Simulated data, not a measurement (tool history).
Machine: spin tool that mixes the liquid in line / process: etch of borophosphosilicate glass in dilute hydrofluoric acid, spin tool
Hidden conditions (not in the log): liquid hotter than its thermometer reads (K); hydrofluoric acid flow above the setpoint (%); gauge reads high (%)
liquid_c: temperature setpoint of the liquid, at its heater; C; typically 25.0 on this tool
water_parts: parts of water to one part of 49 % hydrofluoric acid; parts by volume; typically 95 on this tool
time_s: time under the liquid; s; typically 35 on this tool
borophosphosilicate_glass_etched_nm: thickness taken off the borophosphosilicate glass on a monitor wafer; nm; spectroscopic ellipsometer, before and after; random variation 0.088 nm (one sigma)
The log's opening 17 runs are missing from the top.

run,hour,liquid_c,water_parts,time_s,wafers since the last listed run,hours since the thermometer was replaced,hours since the hydrofluoric acid flow meter was replaced,hours since the gauge calibration,"read-back film thickness of the borophosphosilicate glass reference wafer, read on the same gauge (nm)",borophosphosilicate_glass_etched_nm
18,393.4,21.0,95,55,455,132.4,271.7,372.1,119.99,22.01
19,422.2,21.5,140,35,476,161.2,300.5,400.9,119.98,9.19
20,452.0,25.0,45,35,493,191.0,330.3,430.7,120.00,36.57
21,475.6,20.5,60,20,390,214.6,353.9,454.3,120.01,12.91
22,500.1,29.0,95,35,405,239.1,378.4,478.8,120.02,19.04
23,531.7,25.0,95,35,523,270.7,410.0,510.4,120.01,16.32
24,544.4,25.0,95,35,210,283.4,422.7,523.1,119.97,16.41
25,571.2,23.0,65,45,443,310.2,449.5,549.9,120.02,29.51
26,602.7,25.0,95,35,521,341.7,481.0,581.4,120.01,16.39
27,633.6,21.0,80,45,511,372.6,511.9,612.3,119.96,21.98
28,678.8,20.5,125,50,748,417.8,557.1,657.5,119.99,14.48
29,698.9,25.0,135,45,332,437.9,577.2,677.6,120.02,14.16
30,718.0,21.0,95,45,316,457.0,596.3,696.7,120.02,18.05
31,746.6,22.0,140,25,473,485.6,624.9,725.3,119.98,6.76
32,769.8,25.0,95,40,384,508.8,648.1,748.5,120.01,18.84

Alternative continuations, all from the tool just after run 32; predict every row:
A,770.2,25.0,95,45,6,509.2,648.5,748.9,?,?
B,770.2,28.0,50,45,6,509.2,648.5,748.9,?,?
C,770.2,27.5,140,30,6,509.2,648.5,748.9,?,?
D,770.2,27.5,75,25,6,509.2,648.5,748.9,?,?

run,"read-back film thickness of the borophosphosilicate glass reference wafer, read on the same gauge (nm)",borophosphosilicate_glass_etched_nm
A,120.00,21.38
B,120.00,48.65
C,120.00,10.04
D,120.00,17.04
Had the tool no hidden state, the same runs would have come out as:
run,borophosphosilicate_glass_etched_nm
A,20.77
B,47.26
C,9.77
D,16.56
